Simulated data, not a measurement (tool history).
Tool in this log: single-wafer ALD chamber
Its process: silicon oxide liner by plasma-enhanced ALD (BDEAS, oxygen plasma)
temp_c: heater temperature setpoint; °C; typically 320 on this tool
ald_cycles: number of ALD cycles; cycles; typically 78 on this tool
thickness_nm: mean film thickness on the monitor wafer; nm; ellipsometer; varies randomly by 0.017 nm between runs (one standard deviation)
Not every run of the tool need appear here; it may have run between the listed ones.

run    hour  temp_c  ald_cycles  read-back reference wafer on the same gauge, thickness_nm  thickness_nm
  1     0.0     320          70                                                      5.959         6.163
  2    62.4     320          70                                                      5.961         6.124
  3   141.5     320          70                                                      5.961         6.153
  4   228.0     317          78                                                      5.962         6.864
  5   326.6     317          78                                                      5.958         6.854
  6   374.9     320          78                                                      5.963         6.827
  7   432.8     320          78                                                      5.957         6.819
  8   502.2     320          74                                                      5.958         6.474
  9   605.5     320          74                                                      5.961         6.471
 10   660.4     323          78                                                      5.959         6.766
 11   745.8     323          78                                                      5.962         6.799
 12   851.7     323          78                                                      5.959         6.793
 13   909.2     324          78                                                      5.961         6.761
 14   959.9     320          78                                                      5.960         6.825
 15  1020.3     320          78                                                      5.961         6.806
 16  1117.8     320          78                                                      5.961         6.817
 17  1409.9     320          78                                                      5.960         6.818
 18  1460.4     320          78                                                      5.957         6.760
 19  1559.1     311          64                                                      5.961         5.665
 20  1604.7     320          78                                                      5.960         6.798
 21  1709.1     320          78                                                      5.959         6.785
     1775.8  -- gauge calibrated
 22  1803.2     320          78                                                      5.960         6.811
 23  1894.1     326          64                                                      5.957         5.528
 24  1993.9     326          92                                                      5.957         7.915
 25  2050.1     309          90                                                      5.957         7.995
 26  2157.0     325          69                                                      5.958         5.963
     2175.4  -- thermocouple changed; heater temperature recalibrated
 27  2223.6     327          78                                                      5.959         6.787
 28  2323.2     323          78                                                      5.960         6.803

What will run 29 give?
 29  2394.8     309          65                                                          ?             ?

read-back reference wafer on the same gauge, thickness_nm: 5.961
thickness_nm: 5.791 nm
On a tool with no hidden condition, and with the same random variation, this run would have come out at thickness_nm 5.803 nm.

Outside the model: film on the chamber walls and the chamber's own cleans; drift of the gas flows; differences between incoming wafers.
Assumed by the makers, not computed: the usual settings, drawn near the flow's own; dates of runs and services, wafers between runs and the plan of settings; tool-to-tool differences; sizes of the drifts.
